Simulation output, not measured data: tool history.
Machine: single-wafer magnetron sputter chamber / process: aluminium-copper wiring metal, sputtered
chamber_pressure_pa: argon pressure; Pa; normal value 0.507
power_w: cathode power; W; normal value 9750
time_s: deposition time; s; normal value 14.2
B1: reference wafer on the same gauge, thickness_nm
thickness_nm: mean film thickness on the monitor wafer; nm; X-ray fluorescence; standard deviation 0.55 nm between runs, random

run 1 hour=0.0 | chamber_pressure_pa=0.659 power_w=10350 time_s=14.2 | B1=203.806 | thickness_nm=202.973
run 2 hour=58.6 | chamber_pressure_pa=0.507 power_w=9750 time_s=14.2 | B1=204.158 | thickness_nm=215.858
run 3 hour=117.8 | chamber_pressure_pa=0.507 power_w=9750 time_s=14.2 | B1=204.050 | thickness_nm=215.611
run 4 hour=142.2 | chamber_pressure_pa=0.507 power_w=9750 time_s=12.0 | B1=204.066 | thickness_nm=181.853
-- hour=177.4 sputter target and shields replaced
run 5 hour=177.9 | chamber_pressure_pa=0.507 power_w=9750 time_s=12.0 | B1=204.026 | thickness_nm=185.346
run 6 hour=236.2 | chamber_pressure_pa=0.507 power_w=9750 time_s=14.2 | B1=204.122 | thickness_nm=217.755
run 7 hour=261.8 | chamber_pressure_pa=0.507 power_w=8700 time_s=14.2 | B1=203.791 | thickness_nm=202.065
run 8 hour=291.4 | chamber_pressure_pa=0.507 power_w=9750 time_s=14.2 | B1=203.757 | thickness_nm=217.010
run 9 hour=316.7 | chamber_pressure_pa=0.507 power_w=9750 time_s=14.2 | B1=204.060 | thickness_nm=216.755
-- hour=360.5 sputter target and shields replaced
run 10 hour=373.6 | chamber_pressure_pa=0.507 power_w=8750 time_s=14.2 | B1=203.965 | thickness_nm=203.462
run 11 hour=409.5 | chamber_pressure_pa=0.507 power_w=8950 time_s=14.2 | B1=203.917 | thickness_nm=206.611
-- hour=450.3 capacitance manometer re-zeroed and calibrated
run 12 hour=474.6 | chamber_pressure_pa=0.507 power_w=8950 time_s=14.2 | B1=203.793 | thickness_nm=200.140
run 13 hour=516.7 | chamber_pressure_pa=0.507 power_w=8950 time_s=14.2 | B1=203.924 | thickness_nm=199.816
-- hour=545.9 gauge calibrated
run 14 hour=562.7 | chamber_pressure_pa=0.507 power_w=11400 time_s=14.2 | B1=203.986 | thickness_nm=232.864
-- hour=579.6 sputter target and shields replaced
run 15 hour=609.1 | chamber_pressure_pa=0.507 power_w=9750 time_s=14.2 | B1=203.725 | thickness_nm=212.156
run 16 hour=644.7 | chamber_pressure_pa=0.422 power_w=9750 time_s=14.2 | B1=204.082 | thickness_nm=225.768
run 17 hour=676.5 | chamber_pressure_pa=0.507 power_w=10750 time_s=11.6 | B1=203.803 | thickness_nm=184.677
run 18 hour=702.2 | chamber_pressure_pa=0.507 power_w=9750 time_s=14.2 | B1=203.815 | thickness_nm=211.868
run 19 hour=757.1 | chamber_pressure_pa=0.363 power_w=11100 time_s=16.5 | B1=203.936 | thickness_nm=298.143
-- hour=787.2 magnet pack replaced
-- hour=799.6 sputter target and shields replaced
run 20 hour=813.1 | chamber_pressure_pa=0.377 power_w=9750 time_s=15.1 | B1=204.099 | thickness_nm=250.447
run 21 hour=848.5 | chamber_pressure_pa=0.587 power_w=11550 time_s=12.3 | B1=204.041 | thickness_nm=193.933
run 22 hour=878.5 | chamber_pressure_pa=0.507 power_w=7650 time_s=12.6 | B1=204.037 | thickness_nm=161.877
run 23 hour=912.5 | chamber_pressure_pa=0.565 power_w=9750 time_s=14.2 | B1=203.877 | thickness_nm=203.817
run 24 hour=964.2 | chamber_pressure_pa=0.377 power_w=11750 time_s=17.0 | B1=203.846 | thickness_nm=314.344
run 25 hour=1000.6 | chamber_pressure_pa=0.507 power_w=9750 time_s=14.2 | B1=203.916 | thickness_nm=211.043
-- hour=1029.6 sputter target and shields replaced
run 26 hour=1051.8 | chamber_pressure_pa=0.378 power_w=9750 time_s=12.6 | B1=203.880 | thickness_nm=208.064

Give the tool's hidden conditions for every run:
gauge reads high (%): 0 at every run
H1: deposition rate above that of a new target (%)
H2: true argon pressure above the setpoint (%)
run=1 H1=-0.388 H2=-5.58
run=2 H1=-0.727 H2=-5.91
run=3 H1=-1.07 H2=-6.25
run=4 H1=-1.21 H2=-6.4
run=5 H1=-0.137 H2=-6.62
run=6 H1=-0.475 H2=-6.99
run=7 H1=-0.623 H2=-7.16
run=8 H1=-0.795 H2=-7.36
run=9 H1=-0.941 H2=-7.53
run=10 H1=-0.133 H2=-7.93
run=11 H1=-0.341 H2=-8.18
run=12 H1=-0.718 H2=-0.425
run=13 H1=-0.962 H2=-0.433
run=14 H1=-1.23 H2=-0.45
run=15 H1=-0.303 H2=-0.477
run=16 H1=-0.509 H2=-0.504
run=17 H1=-0.693 H2=-0.533
run=18 H1=-0.842 H2=-0.559
run=19 H1=-1.16 H2=-0.624
run=20 H1=-0.191 H2=-0.704
run=21 H1=-0.396 H2=-0.762
run=22 H1=-0.57 H2=-0.815
run=23 H1=-0.767 H2=-0.88
run=24 H1=-1.07 H2=-0.987
run=25 H1=-1.28 H2=-1.07
run=26 H1=-0.348 H2=-1.2

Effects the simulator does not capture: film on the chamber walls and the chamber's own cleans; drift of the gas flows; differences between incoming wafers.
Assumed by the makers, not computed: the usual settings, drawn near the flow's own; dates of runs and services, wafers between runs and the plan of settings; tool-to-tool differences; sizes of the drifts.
